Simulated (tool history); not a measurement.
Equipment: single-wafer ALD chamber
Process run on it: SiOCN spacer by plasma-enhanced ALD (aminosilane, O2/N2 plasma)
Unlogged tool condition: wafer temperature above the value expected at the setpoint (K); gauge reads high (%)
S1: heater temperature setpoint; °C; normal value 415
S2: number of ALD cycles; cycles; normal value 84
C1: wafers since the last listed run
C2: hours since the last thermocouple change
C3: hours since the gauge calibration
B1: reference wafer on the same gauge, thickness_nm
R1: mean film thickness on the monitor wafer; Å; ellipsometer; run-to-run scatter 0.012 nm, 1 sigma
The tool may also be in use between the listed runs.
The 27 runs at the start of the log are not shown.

run 28 day=89.333 | S1=403 S2=89 | C1=212 C2=883.8 C3=489.8 | B1=5.181 | R1=52.65
run 29 day=93.033 | S1=408 S2=74 | C1=278 C2=972.6 C3=578.6 | B1=5.178 | R1=42.97
run 30 day=96.392 | S1=427 S2=98 | C1=252 C2=1053.2 C3=659.2 | B1=5.175 | R1=53.42
-- day=97.121 thermocouple changed; heater temperature recalibrated
run 31 day=99.696 | S1=427 S2=91 | C1=223 C2=61.8 C3=738.5 | B1=5.172 | R1=49.73
run 32 day=101.604 | S1=428 S2=89 | C1=143 C2=107.6 C3=784.3 | B1=5.172 | R1=48.22
run 33 day=103.329 | S1=410 S2=79 | C1=129 C2=149 C3=825.7 | B1=5.169 | R1=45.58
run 34 day=106.588 | S1=427 S2=79 | C1=245 C2=227.2 C3=903.9 | B1=5.167 | R1=42.97
run 35 day=110.279 | S1=415 S2=84 | C1=277 C2=315.8 C3=992.5 | B1=5.161 | R1=47.64
run 36 day=113.708 | S1=427 S2=84 | C1=258 C2=398.1 C3=1074.8 | B1=5.162 | R1=45.65
run 37 day=115.642 | S1=415 S2=84 | C1=145 C2=444.5 C3=1121.2 | B1=5.158 | R1=47.66

What if the next run were any one of these 4? Each begins from the tool's condition after run 37:
run A day=115.667 | S1=415 S2=84 | C1=1 C2=445.1 C3=1121.8 | B1=? | R1=?
run B day=115.667 | S1=402 S2=99 | C1=1 C2=445.1 C3=1121.8 | B1=? | R1=?
run C day=115.667 | S1=415 S2=76 | C1=1 C2=445.1 C3=1121.8 | B1=? | R1=?
run D day=115.667 | S1=427 S2=90 | C1=1 C2=445.1 C3=1121.8 | B1=? | R1=?

run=A B1=5.16 R1=47.47
run=B B1=5.16 R1=58.3
run=C B1=5.16 R1=42.95
run=D B1=5.16 R1=48.88
What these runs would have given with no unlogged condition in the tool:
run=A R1=47.75
run=B R1=58.65
run=C R1=43.2
run=D R1=49.17
